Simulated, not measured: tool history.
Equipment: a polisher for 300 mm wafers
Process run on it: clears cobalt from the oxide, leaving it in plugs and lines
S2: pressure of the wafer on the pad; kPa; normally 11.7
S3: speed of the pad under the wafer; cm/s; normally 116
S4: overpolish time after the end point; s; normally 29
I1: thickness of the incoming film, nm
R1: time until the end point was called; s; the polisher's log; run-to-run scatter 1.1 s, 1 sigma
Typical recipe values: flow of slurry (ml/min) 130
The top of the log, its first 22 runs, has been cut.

run 23 hour=1042.1 | flow_of_slurry_(ml/min)=130 S2=11.7 S3=116 S4=29 | I1=392 | R1=105.8
run 24 hour=1100.8 | flow_of_slurry_(ml/min)=130 S2=9 S3=104 S4=29 | I1=390.8 | R1=140.6
run 25 hour=1149.1 | flow_of_slurry_(ml/min)=90 S2=7.6 S3=90 S4=39 | I1=388.8 | R1=202.2
run 26 hour=1191.5 | flow_of_slurry_(ml/min)=145 S2=11.7 S3=116 S4=29 | I1=384.3 | R1=103.7
run 27 hour=1229.4 | flow_of_slurry_(ml/min)=130 S2=7.6 S3=116 S4=29 | I1=390.2 | R1=144.5
-- hour=1267.5 worn pad replaced by a new one
run 28 hour=1268 | flow_of_slurry_(ml/min)=150 S2=8.3 S3=100 S4=19 | I1=387.1 | R1=147.5
-- hour=1280.7 slurry nozzle cleaned
run 29 hour=1317.2 | flow_of_slurry_(ml/min)=130 S2=11.7 S3=116 S4=29 | I1=393.7 | R1=102
run 30 hour=1481.8 | flow_of_slurry_(ml/min)=85 S2=15.9 S3=106 S4=29 | I1=387.8 | R1=103.7
-- hour=1504.5 head pressure recalibrated
run 31 hour=1526.7 | flow_of_slurry_(ml/min)=130 S2=14.5 S3=116 S4=29 | I1=381.5 | R1=87.2
run 32 hour=1576.6 | flow_of_slurry_(ml/min)=130 S2=11.7 S3=116 S4=29 | I1=389.5 | R1=104.6
run 33 hour=1620 | flow_of_slurry_(ml/min)=130 S2=11.7 S3=152 S4=40 | I1=394.3 | R1=86.6
run 34 hour=1688.5 | flow_of_slurry_(ml/min)=130 S2=11.7 S3=94 S4=38 | I1=390 | R1=126.6
-- hour=1734 slurry nozzle cleaned
run 35 hour=1756 | flow_of_slurry_(ml/min)=150 S2=11.7 S3=88 S4=44 | I1=386 | R1=120.9

Consider 3 possible next runs. They are alternatives, not a sequence: every one starts from the tool as it was left by run 35. What does each give?
run A hour=1756.4 | flow_of_slurry_(ml/min)=130 S2=10.3 S3=116 S4=29 | I1=388.1 | R1=?
run B hour=1756.4 | flow_of_slurry_(ml/min)=130 S2=11.7 S3=156 S4=29 | I1=388.1 | R1=?
run C hour=1756.4 | flow_of_slurry_(ml/min)=95 S2=11.7 S3=116 S4=29 | I1=388.1 | R1=?

run=A R1=110.3
run=B R1=79.2
run=C R1=110.1
What these runs would have given with no unlogged condition in the tool:
run=A R1=108.8
run=B R1=78.1
run=C R1=108
